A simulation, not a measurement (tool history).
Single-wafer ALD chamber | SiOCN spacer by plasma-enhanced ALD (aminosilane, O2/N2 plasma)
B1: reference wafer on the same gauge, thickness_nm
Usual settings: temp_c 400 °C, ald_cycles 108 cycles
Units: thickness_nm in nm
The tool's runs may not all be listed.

{"run": 1, "hour": 0.0, "temp_c": 390, "ald_cycles": 108, "B1": 7.65, "thickness_nm": 6.765}
{"run": 2, "hour": 84.6, "temp_c": 390, "ald_cycles": 108, "B1": 7.65, "thickness_nm": 6.826}
{"run": 3, "hour": 136.2, "temp_c": 400, "ald_cycles": 108, "B1": 7.647, "thickness_nm": 6.76}
{"run": 4, "hour": 230.0, "temp_c": 400, "ald_cycles": 108, "B1": 7.648, "thickness_nm": 6.812}
{"hour": 405.0, "done": "gauge calibrated"}
{"run": 5, "hour": 506.7, "temp_c": 400, "ald_cycles": 108, "B1": 7.65, "thickness_nm": 6.804}
{"run": 6, "hour": 545.7, "temp_c": 400, "ald_cycles": 108, "B1": 7.647, "thickness_nm": 6.809}
{"run": 7, "hour": 679.4, "temp_c": 400, "ald_cycles": 108, "B1": 7.648, "thickness_nm": 6.778}
{"run": 8, "hour": 717.7, "temp_c": 400, "ald_cycles": 108, "B1": 7.647, "thickness_nm": 6.779}
{"run": 9, "hour": 765.9, "temp_c": 409, "ald_cycles": 108, "B1": 7.649, "thickness_nm": 6.556}
{"run": 10, "hour": 816.3, "temp_c": 400, "ald_cycles": 98, "B1": 7.647, "thickness_nm": 6.154}
{"run": 11, "hour": 890.4, "temp_c": 400, "ald_cycles": 98, "B1": 7.651, "thickness_nm": 6.129}
{"run": 12, "hour": 949.2, "temp_c": 400, "ald_cycles": 108, "B1": 7.651, "thickness_nm": 6.779}
{"run": 13, "hour": 991.0, "temp_c": 388, "ald_cycles": 108, "B1": 7.65, "thickness_nm": 6.787}
{"run": 14, "hour": 1036.6, "temp_c": 388, "ald_cycles": 108, "B1": 7.652, "thickness_nm": 6.781}
{"run": 15, "hour": 1093.6, "temp_c": 388, "ald_cycles": 108, "B1": 7.65, "thickness_nm": 6.803}
{"run": 16, "hour": 1345.9, "temp_c": 411, "ald_cycles": 117, "B1": 7.649, "thickness_nm": 7.105}
{"run": 17, "hour": 1424.6, "temp_c": 400, "ald_cycles": 113, "B1": 7.653, "thickness_nm": 7.128}
{"run": 18, "hour": 1481.6, "temp_c": 411, "ald_cycles": 117, "B1": 7.651, "thickness_nm": 7.104}
{"run": 19, "hour": 1541.4, "temp_c": 414, "ald_cycles": 108, "B1": 7.646, "thickness_nm": 6.478}
{"hour": 1602.1, "done": "thermocouple changed; heater temperature recalibrated"}
{"run": 20, "hour": 1622.8, "temp_c": 400, "ald_cycles": 108, "B1": 7.654, "thickness_nm": 6.801}
{"run": 21, "hour": 1702.7, "temp_c": 411, "ald_cycles": 128, "B1": 7.649, "thickness_nm": 7.756}
{"run": 22, "hour": 1757.6, "temp_c": 400, "ald_cycles": 108, "B1": 7.648, "thickness_nm": 6.78}
{"run": 23, "hour": 1825.4, "temp_c": 405, "ald_cycles": 108, "B1": 7.651, "thickness_nm": 6.667}
{"run": 24, "hour": 1894.7, "temp_c": 400, "ald_cycles": 108, "B1": 7.647, "thickness_nm": 6.771}
{"run": 25, "hour": 1970.2, "temp_c": 394, "ald_cycles": 126, "B1": 7.65, "thickness_nm": 7.944}
{"run": 26, "hour": 2021.5, "temp_c": 413, "ald_cycles": 100, "B1": 7.649, "thickness_nm": 5.997}
{"run": 27, "hour": 2100.7, "temp_c": 400, "ald_cycles": 108, "B1": 7.648, "thickness_nm": 6.776}
{"hour": 2165.1, "done": "gauge calibrated"}
{"run": 28, "hour": 2200.7, "temp_c": 408, "ald_cycles": 87, "B1": 7.645, "thickness_nm": 5.345}
{"run": 29, "hour": 2276.3, "temp_c": 411, "ald_cycles": 87, "B1": 7.65, "thickness_nm": 5.278}
{"run": 30, "hour": 2342.0, "temp_c": 412, "ald_cycles": 120, "B1": 7.647, "thickness_nm": 7.231}
{"run": 31, "hour": 2423.6, "temp_c": 409, "ald_cycles": 123, "B1": 7.649, "thickness_nm": 7.502}
{"run": 32, "hour": 2478.3, "temp_c": 394, "ald_cycles": 113, "B1": 7.65, "thickness_nm": 7.121}
{"run": 33, "hour": 2558.2, "temp_c": 400, "ald_cycles": 108, "B1": 7.648, "thickness_nm": 6.78}
{"run": 34, "hour": 2650.5, "temp_c": 400, "ald_cycles": 128, "B1": 7.65, "thickness_nm": 8.07}
{"run": 35, "hour": 2750.1, "temp_c": 409, "ald_cycles": 90, "B1": 7.655, "thickness_nm": 5.482}

What the log doesn't show, run by run:
wafer temperature above the value expected at the setpoint (K): 0 in every run
gauge reads high (%): 0 in every run
